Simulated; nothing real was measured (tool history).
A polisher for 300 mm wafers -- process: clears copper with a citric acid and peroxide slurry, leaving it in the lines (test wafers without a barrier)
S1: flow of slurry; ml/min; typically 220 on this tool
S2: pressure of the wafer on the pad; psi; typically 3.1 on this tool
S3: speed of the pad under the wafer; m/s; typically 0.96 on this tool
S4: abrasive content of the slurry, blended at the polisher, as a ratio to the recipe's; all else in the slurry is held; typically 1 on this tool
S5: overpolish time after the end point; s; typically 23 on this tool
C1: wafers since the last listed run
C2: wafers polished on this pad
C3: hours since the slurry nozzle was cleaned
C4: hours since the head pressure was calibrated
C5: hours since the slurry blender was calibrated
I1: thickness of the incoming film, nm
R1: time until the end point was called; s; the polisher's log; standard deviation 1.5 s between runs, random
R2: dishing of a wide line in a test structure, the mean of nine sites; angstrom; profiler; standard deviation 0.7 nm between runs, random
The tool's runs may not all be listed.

Run 1, day 0: usual settings but S2 2.9 psi; C1 0; C2 281; C3 379.3; C4 637.9; C5 262; I1 234.7. Result: R1 111.1 s, R2 334 angstrom.
Run 2, day 0.671: usual settings but S2 2.8 psi; C1 87; C2 369; C3 395.4; C4 654; C5 278.1; I1 235.9. Result: R1 116.1 s, R2 324 angstrom.
Run 3, day 0.929: usual settings but S2 2.8 psi; C1 33; C2 403; C3 401.6; C4 660.2; C5 284.3; I1 232.8. Result: R1 116 s, R2 330 angstrom.
Run 4, day 1.179: usual settings; C1 32; C2 436; C3 407.6; C4 666.2; C5 290.3; I1 235.9. Result: R1 107.5 s, R2 359 angstrom.
Run 5, day 1.604: usual settings; C1 55; C2 491; C3 417.8; C4 676.4; C5 300.5; I1 234.4. Result: R1 104.4 s, R2 350 angstrom.
At day 2.154: worn pad replaced by a new one.
Run 6, day 2.175: usual settings; C1 52; C2 2; C3 431.5; C4 690.1; C5 314.2; I1 238.9. Result: R1 109.9 s, R2 356 angstrom.
Run 7, day 2.617: usual settings; C1 57; C2 60; C3 442.1; C4 700.7; C5 324.8; I1 236.5. Result: R1 107.2 s, R2 347 angstrom.
Run 8, day 3.158: usual settings but S1 275 ml/min; C1 70; C2 131; C3 455.1; C4 713.7; C5 337.8; I1 237.6. Result: R1 102.9 s, R2 364 angstrom.
Run 9, day 3.604: usual settings; C1 58; C2 190; C3 465.8; C4 724.4; C5 348.5; I1 239. Result: R1 108.1 s, R2 361 angstrom.
Run 10, day 4.029: usual settings but S2 3.9 psi; C1 55; C2 245; C3 476; C4 734.6; C5 358.7; I1 232.8. Result: R1 86.8 s, R2 414 angstrom.
Run 11, day 4.321: usual settings but S2 3.9 psi; C1 38; C2 283; C3 483; C4 741.6; C5 365.7; I1 234.9. Result: R1 88.8 s, R2 438 angstrom.
Run 12, day 4.921: usual settings but S1 180 ml/min, S5 33 s; C1 78; C2 362; C3 497.4; C4 756; C5 380.1; I1 237.6. Result: R1 112.2 s, R2 458 angstrom.
At day 5.633: slurry nozzle cleaned.
At day 6.05: slurry blender recalibrated.
Run 13, day 6.2: usual settings; C1 151; C2 513; C3 13.6; C4 786.7; C5 3.6; I1 237.1. Result: R1 108.6 s, R2 361 angstrom.
At day 6.554: head pressure recalibrated.
At day 7.067: worn pad replaced by a new one.
Run 14, day 8.246: usual settings but S1 150 ml/min, S4 0.7; C1 235; C2 154; C3 62.7; C4 40.6; C5 52.7; I1 234.8. Result: R1 125.7 s, R2 308 angstrom.
Run 15, day 8.767: usual settings but S3 1.14 m/s, S5 14 s; C1 68; C2 222; C3 75.2; C4 53.1; C5 65.2; I1 235.6. Result: R1 94.2 s, R2 258 angstrom.
Run 16, day 9.167: usual settings but S2 3.9 psi, S4 1.25; C1 52; C2 274; C3 84.8; C4 62.7; C5 74.8; I1 236.9. Result: R1 85.6 s, R2 436 angstrom.
Run 17, day 9.683: usual settings but S2 2.8 psi, S3 0.82 m/s, S4 1.1; C1 67; C2 342; C3 97.2; C4 75.1; C5 87.2; I1 238.2. Result: R1 130.7 s, R2 300 angstrom.
Run 18, day 10.312: usual settings but S1 245 ml/min, S2 4 psi, S3 0.78 m/s, S5 16 s; C1 82; C2 424; C3 112.3; C4 90.2; C5 102.3; I1 232.6. Result: R1 99.6 s, R2 269 angstrom.
Run 19, day 10.621: usual settings but S1 250 ml/min, S3 0.72 m/s, S4 1.15, S5 36 s; C1 40; C2 465; C3 119.7; C4 97.6; C5 109.7; I1 229.5. Result: R1 122.7 s, R2 436 angstrom.
At day 10.829: worn pad replaced by a new one.
Run 20, day 10.933: usual settings but S1 150 ml/min, S4 0.7; C1 19; C2 13; C3 127.2; C4 105.1; C5 117.2; I1 231.7. Result: R1 121.1 s, R2 308 angstrom.
Run 21, day 11.542: usual settings; C1 79; C2 93; C3 141.8; C4 119.7; C5 131.8; I1 235.6. Result: R1 107.5 s, R2 347 angstrom.
Run 22, day 11.962: usual settings but S1 190 ml/min, S2 3.6 psi, S3 1.1 m/s, S5 12 s; C1 55; C2 148; C3 151.9; C4 129.8; C5 141.9; I1 232.9. Result: R1 84.3 s, R2 244 angstrom.
Run 23, day 12.238: usual settings but S1 240 ml/min, S2 2.5 psi, S3 0.66 m/s, S4 0.8; C1 36; C2 184; C3 158.5; C4 136.4; C5 148.5; I1 230.4. Result: R1 176.8 s, R2 225 angstrom.

Hidden state, per run?
removal rate lost through wear of the pad, %: 0 in every run
slurry flow missing at the pad, %: 0 in every run
deviation of the head's pressure from its setpoint, %: 0 in every run
abrasive missing from the slurry, %: 0 in every run
